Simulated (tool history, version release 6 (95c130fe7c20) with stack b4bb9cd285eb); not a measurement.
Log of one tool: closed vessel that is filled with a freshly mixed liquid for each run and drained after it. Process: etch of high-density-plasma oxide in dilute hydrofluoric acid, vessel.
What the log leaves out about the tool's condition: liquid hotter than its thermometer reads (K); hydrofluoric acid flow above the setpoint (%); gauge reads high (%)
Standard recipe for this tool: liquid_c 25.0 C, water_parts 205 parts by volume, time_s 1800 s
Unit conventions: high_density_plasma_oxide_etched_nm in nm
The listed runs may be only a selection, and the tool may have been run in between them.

| run | day | liquid_c | water_parts | time_s | wafers since the last listed run | hours since the thermometer was replaced | hours since the hydrofluoric acid flow meter was replaced | hours since the gauge calibration | read-back film thickness of the high-density-plasma oxide reference wafer, read on the same gauge (nm) | high_density_plasma_oxide_etched_nm |
|---|---|---|---|---|---|---|---|---|---|---|
| 1 | 0.000 | 25.0 | 205 | 1800 | 0 | 561.1 | 116.2 | 356.9 | 70.00 | 45.30 |
| 2 | 2.750 | 25.0 | 205 | 1800 | 2362 | 627.1 | 182.2 | 422.9 | 70.04 | 45.98 |
| 3 | 5.471 | 25.0 | 205 | 1800 | 2337 | 692.4 | 247.5 | 488.2 | 70.02 | 45.29 |
| 4 | 6.846 | 25.0 | 225 | 2385 | 1181 | 725.4 | 280.5 | 521.2 | 69.96 | 53.58 |
| 5 | 8.979 | 25.0 | 225 | 2385 | 1832 | 776.6 | 331.7 | 572.4 | 70.01 | 53.94 |
| 6 | 11.412 | 25.0 | 225 | 2385 | 2090 | 835.0 | 390.1 | 630.8 | 70.00 | 53.85 |
|  | 11.792 | hydrofluoric acid flow meter replaced |
| 7 | 12.650 | 25.0 | 205 | 1800 | 1027 | 864.7 | 20.6 | 660.5 | 69.97 | 46.57 |
| 8 | 15.571 | 22.5 | 260 | 1800 | 2509 | 934.8 | 90.7 | 730.6 | 69.99 | 31.69 |
|  | 15.658 | gauge calibrated |
| 9 | 16.679 | 21.5 | 205 | 1800 | 952 | 961.4 | 117.3 | 24.5 | 70.03 | 40.26 |
| 10 | 18.792 | 21.0 | 230 | 1055 | 1814 | 1012.1 | 168.0 | 75.2 | 70.03 | 20.53 |
| 11 | 19.888 | 25.0 | 205 | 1800 | 941 | 1038.4 | 194.3 | 101.5 | 69.99 | 46.86 |
| 12 | 21.062 | 25.0 | 205 | 2600 | 1009 | 1066.6 | 222.5 | 129.7 | 70.00 | 67.77 |
|  | 22.350 | thermometer replaced |
| 13 | 22.779 | 25.0 | 205 | 1800 | 1439 | 10.3 | 263.7 | 170.9 | 70.00 | 44.16 |
| 14 | 25.658 | 25.0 | 205 | 1800 | 2473 | 79.4 | 332.8 | 240.0 | 69.97 | 44.48 |
|  | 27.346 | hydrofluoric acid flow meter replaced |
| 15 | 28.492 | 22.5 | 290 | 1800 | 2398 | 147.4 | 27.5 | 308.0 | 70.04 | 26.29 |

Here are 4 independent what-if runs from the current tool condition. What would each one return?
| A | 28.538 | 25.0 | 205 | 1800 | 39 | 148.5 | 28.6 | 309.1 | ? | ? |
| B | 28.538 | 25.0 | 155 | 2255 | 39 | 148.5 | 28.6 | 309.1 | ? | ? |
| C | 28.538 | 27.5 | 205 | 1800 | 39 | 148.5 | 28.6 | 309.1 | ? | ? |
| D | 28.538 | 27.0 | 265 | 1250 | 39 | 148.5 | 28.6 | 309.1 | ? | ? |

| run | read-back film thickness of the high-density-plasma oxide reference wafer, read on the same gauge (nm) | high_density_plasma_oxide_etched_nm |
|---|---|---|
| A | 69.99 | 44.67 |
| B | 69.99 | 78.32 |
| C | 69.99 | 48.85 |
| D | 69.99 | 24.12 |
Without the tool's unlogged condition, the same runs would have read:
| run | high_density_plasma_oxide_etched_nm |
|---|---|
| A | 44.25 |
| B | 77.56 |
| C | 48.40 |
| D | 23.91 |
